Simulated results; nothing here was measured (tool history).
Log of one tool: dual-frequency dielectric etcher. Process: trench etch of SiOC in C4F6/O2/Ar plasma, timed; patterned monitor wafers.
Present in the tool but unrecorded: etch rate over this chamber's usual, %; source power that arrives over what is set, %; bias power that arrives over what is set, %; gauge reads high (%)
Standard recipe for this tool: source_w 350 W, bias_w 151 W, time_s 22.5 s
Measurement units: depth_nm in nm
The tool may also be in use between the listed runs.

run	hour	source_w	bias_w	time_s	wafers since the last listed run	hours since the last wet clean	hours since the last source power generator calibration	hours since the last bias power generator calibration	hours since the last upper electrode change	hours since the gauge calibration	read-back reference wafer on the same gauge, depth_nm	depth_nm
1	0.0	350	151	22.5	0	415.7	2480.4	2836.6	3526.6	427.9	51.11	42.86
2	26.0	350	151	22.5	309	441.7	2506.4	2862.6	3552.6	453.9	51.08	43.05
3	45.4	350	151	22.5	230	461.1	2525.8	2882.0	3572.0	473.3	51.11	42.92
4	73.2	350	161	22.5	330	488.9	2553.6	2909.8	3599.8	501.1	51.14	43.56
5	92.2	330	177	22.5	225	507.9	2572.6	2928.8	3618.8	520.1	51.15	43.54
6	121.5	280	166	22.5	348	537.2	2601.9	2958.1	3648.1	549.4	51.10	39.50
7	136.6	350	124	22.5	179	552.3	2617.0	2973.2	3663.2	564.5	51.14	40.86
8	170.1	350	124	22.5	398	585.8	2650.5	3006.7	3696.7	598.0	51.10	41.01
# hour 203.8: upper electrode replaced
# hour 208.8: wet clean of the chamber
9	209.3	350	151	22.5	121	0.5	2689.7	3045.9	5.5	637.2	51.08	42.95
10	218.5	350	151	22.5	109	9.7	2698.9	3055.1	14.7	646.4	51.11	42.84
11	253.0	350	151	22.5	410	44.2	2733.4	3089.6	49.2	680.9	51.09	42.98
12	279.0	350	151	22.5	309	70.2	2759.4	3115.6	75.2	706.9	51.10	42.92
# hour 284.0: gauge calibrated
13	307.6	350	151	22.5	340	98.8	2788.0	3144.2	103.8	23.6	51.12	42.71
14	320.7	400	151	22.5	155	111.9	2801.1	3157.3	116.9	36.7	51.12	45.40
15	348.8	350	115	22.5	334	140.0	2829.2	3185.4	145.0	64.8	51.10	40.36
# hour 358.7: bias power generator calibrated
# hour 370.4: source power generator calibrated
16	377.7	260	164	28.0	248	168.9	7.3	19.0	173.9	93.7	51.09	47.33
17	411.7	350	151	22.5	404	202.9	41.3	53.0	207.9	127.7	51.12	42.85
18	430.0	280	113	20.5	217	221.2	59.6	71.3	226.2	146.0	51.07	32.85
19	457.6	330	151	22.5	328	248.8	87.2	98.9	253.8	173.6	51.09	41.95
20	479.1	270	137	27.5	255	270.3	108.7	120.4	275.3	195.1	51.10	45.10
21	509.2	420	151	22.5	357	300.4	138.8	150.5	305.4	225.2	51.14	46.72
22	540.8	320	151	18.0	375	332.0	170.4	182.1	337.0	256.8	51.11	32.89
23	566.9	350	118	22.5	310	358.1	196.5	208.2	363.1	282.9	51.05	40.22
24	596.6	290	140	27.5	353	387.8	226.2	237.9	392.8	312.6	51.09	46.79
25	621.8	350	138	27.5	299	413.0	251.4	263.1	418.0	337.8	51.11	51.09
26	666.3	350	151	22.5	529	457.5	295.9	307.6	462.5	382.3	51.06	42.68

Consider 5 possible next runs. They are alternatives, not a sequence: every one starts from the tool as it was left by run 26. What does each give?
A	666.7	350	151	22.5	4	457.9	296.3	308.0	462.9	382.7	?	?
B	666.7	380	170	15.5	4	457.9	296.3	308.0	462.9	382.7	?	?
C	666.7	430	151	19.0	4	457.9	296.3	308.0	462.9	382.7	?	?
D	666.7	350	141	22.5	4	457.9	296.3	308.0	462.9	382.7	?	?
E	666.7	350	139	22.5	4	457.9	296.3	308.0	462.9	382.7	?	?

run	read-back reference wafer on the same gauge, depth_nm	depth_nm
A	51.11	43.03
B	51.11	31.72
C	51.11	39.90
D	51.11	42.30
E	51.11	42.16
The same runs, with their run-to-run variation unchanged, on a tool lacking any hidden condition would have given:
run	depth_nm
A	43.03
B	31.72
C	39.90
D	42.30
E	42.16
